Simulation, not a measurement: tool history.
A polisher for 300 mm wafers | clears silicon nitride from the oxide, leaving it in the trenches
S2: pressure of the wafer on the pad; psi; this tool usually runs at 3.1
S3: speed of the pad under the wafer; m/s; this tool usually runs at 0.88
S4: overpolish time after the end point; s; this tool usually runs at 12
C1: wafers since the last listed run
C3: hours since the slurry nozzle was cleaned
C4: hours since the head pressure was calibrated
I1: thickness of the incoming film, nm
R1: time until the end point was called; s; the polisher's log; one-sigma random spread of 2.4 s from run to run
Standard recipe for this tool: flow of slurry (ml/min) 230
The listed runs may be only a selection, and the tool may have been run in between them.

Run 1, hour 0: usual settings; C1 0; wafers polished on this pad 596; C3 380.8; C4 987.1; I1 114.6. Result: R1 154.3 s.
Run 2, hour 10.9: usual settings; C1 62; wafers polished on this pad 658; C3 391.7; C4 998; I1 115.6. Result: R1 154.7 s.
At hour 15.7: worn pad replaced by a new one.
Run 3, hour 17.5: usual settings but flow of slurry (ml/min) 170; C1 14; wafers polished on this pad 10; C3 398.3; C4 1004.6; I1 116.2. Result: R1 155.9 s.
Run 4, hour 25.9: usual settings but flow of slurry (ml/min) 170; C1 48; wafers polished on this pad 58; C3 406.7; C4 1013; I1 113. Result: R1 152.1 s.
Run 5, hour 38.5: usual settings but flow of slurry (ml/min) 170; C1 72; wafers polished on this pad 130; C3 419.3; C4 1025.6; I1 115.6. Result: R1 159.3 s.
Run 6, hour 61.6: usual settings; C1 132; wafers polished on this pad 263; C3 442.4; C4 1048.7; I1 115.5. Result: R1 150.9 s.
Run 7, hour 76.7: usual settings; C1 86; wafers polished on this pad 349; C3 457.5; C4 1063.8; I1 114.9. Result: R1 152.8 s.
Run 8, hour 90.6: usual settings; C1 79; wafers polished on this pad 429; C3 471.4; C4 1077.7; I1 115.1. Result: R1 154.5 s.
At hour 126.6: worn pad replaced by a new one.
Run 9, hour 137.2: usual settings; C1 244; wafers polished on this pad 60; C3 518; C4 1124.3; I1 116.7. Result: R1 167.2 s.
Run 10, hour 149.7: usual settings; C1 71; wafers polished on this pad 132; C3 530.5; C4 1136.8; I1 116.7. Result: R1 167.4 s.
Run 11, hour 166.2: usual settings; C1 94; wafers polished on this pad 226; C3 547; C4 1153.3; I1 115.8. Result: R1 170.6 s.
Run 12, hour 175: usual settings; C1 50; wafers polished on this pad 277; C3 555.8; C4 1162.1; I1 115.7. Result: R1 170.1 s.
At hour 183.6: worn pad replaced by a new one, repeated, since the last time left the tool worse.
Run 13, hour 187.6: usual settings but S3 0.96 m/s, S4 9 s; C1 49; wafers polished on this pad 23; C3 568.4; C4 1174.7; I1 115.2. Result: R1 134.1 s.
At hour 195.1: slurry nozzle cleaned.
Run 14, hour 196: usual settings but S3 0.96 m/s, S4 9 s; C1 42; wafers polished on this pad 65; C3 0.9; C4 1183.1; I1 115.4. Result: R1 136.7 s.
Run 15, hour 211.8: usual settings but flow of slurry (ml/min) 200, S2 3.6 psi, S4 7 s; C1 90; wafers polished on this pad 155; C3 16.7; C4 1198.9; I1 113.7. Result: R1 129 s.
Run 16, hour 218.1: usual settings; C1 36; wafers polished on this pad 191; C3 23; C4 1205.2; I1 113.9. Result: R1 147.1 s.
Run 17, hour 227.1: usual settings but flow of slurry (ml/min) 290, S2 3.5 psi, S4 15 s; C1 51; wafers polished on this pad 243; C3 32; C4 1214.2; I1 114.1. Result: R1 128.5 s.
At hour 231.1: head pressure recalibrated.
Run 18, hour 240.6: usual settings but S2 2.8 psi, S3 0.8 m/s; C1 65; wafers polished on this pad 309; C3 45.5; C4 9.5; I1 115.4. Result: R1 181.8 s.
Run 19, hour 255.6: usual settings but S2 3.8 psi, S3 1.1 m/s; C1 85; wafers polished on this pad 395; C3 60.5; C4 24.5; I1 115.8. Result: R1 103.4 s.
Run 20, hour 263.6: usual settings but flow of slurry (ml/min) 275; C1 45; wafers polished on this pad 441; C3 68.5; C4 32.5; I1 113.8. Result: R1 146.9 s.
Run 21, hour 289.7: usual settings but S2 2.1 psi; C1 149; wafers polished on this pad 590; C3 94.6; C4 58.6; I1 116.5. Result: R1 226.6 s.
Run 22, hour 305.4: usual settings but flow of slurry (ml/min) 185, S2 3.8 psi; C1 89; wafers polished on this pad 680; C3 110.3; C4 74.3; I1 116.5. Result: R1 130.4 s.
At hour 310.2: worn pad replaced by a new one.
Run 23, hour 357.3: usual settings but S3 0.62 m/s; C1 274; wafers polished on this pad 269; C3 162.2; C4 126.2; I1 115.5. Result: R1 216.7 s.
Run 24, hour 366.3: usual settings; C1 51; wafers polished on this pad 321; C3 171.2; C4 135.2; I1 115.7. Result: R1 150.4 s.
Run 25, hour 374: usual settings but flow of slurry (ml/min) 195, S2 2.3 psi, S3 1 m/s, S4 7 s; C1 44; wafers polished on this pad 365; C3 178.9; C4 142.9; I1 114.5. Result: R1 176.7 s.
Run 26, hour 383.9: usual settings but S4 9 s; C1 56; wafers polished on this pad 422; C3 188.8; C4 152.8; I1 113.6. Result: R1 148.9 s.
Run 27, hour 396.8: usual settings; C1 73; wafers polished on this pad 496; C3 201.7; C4 165.7; I1 115.6. Result: R1 154.5 s.
Run 28, hour 408.5: usual settings but S2 4.1 psi, S4 18 s; C1 67; wafers polished on this pad 563; C3 213.4; C4 177.4; I1 113.2. Result: R1 115.2 s.

Here are 4 independent what-if runs from the current tool condition. What would each one return?
Run A, hour 409: usual settings but S3 1.04 m/s; C1 2; wafers polished on this pad 565; C3 213.9; C4 177.9; I1 115.3. Result: R1 ?.
Run B, hour 409: usual settings but S2 3.6 psi; C1 2; wafers polished on this pad 565; C3 213.9; C4 177.9; I1 115.3. Result: R1 ?.
Run C, hour 409: usual settings but flow of slurry (ml/min) 180, S2 3.5 psi, S3 1.08 m/s, S4 8 s; C1 2; wafers polished on this pad 565; C3 213.9; C4 177.9; I1 115.3. Result: R1 ?.
Run D, hour 409: usual settings but flow of slurry (ml/min) 280; C1 2; wafers polished on this pad 565; C3 213.9; C4 177.9; I1 115.3. Result: R1 ?.

run     R1
  A    126
  B  129.2
  C  112.1
  D  145.7
The same runs, with their run-to-run variation unchanged, on a tool lacking any hidden condition would have given:
run     R1
  A  118.9
  B  121.9
  C  105.8
  D  137.4
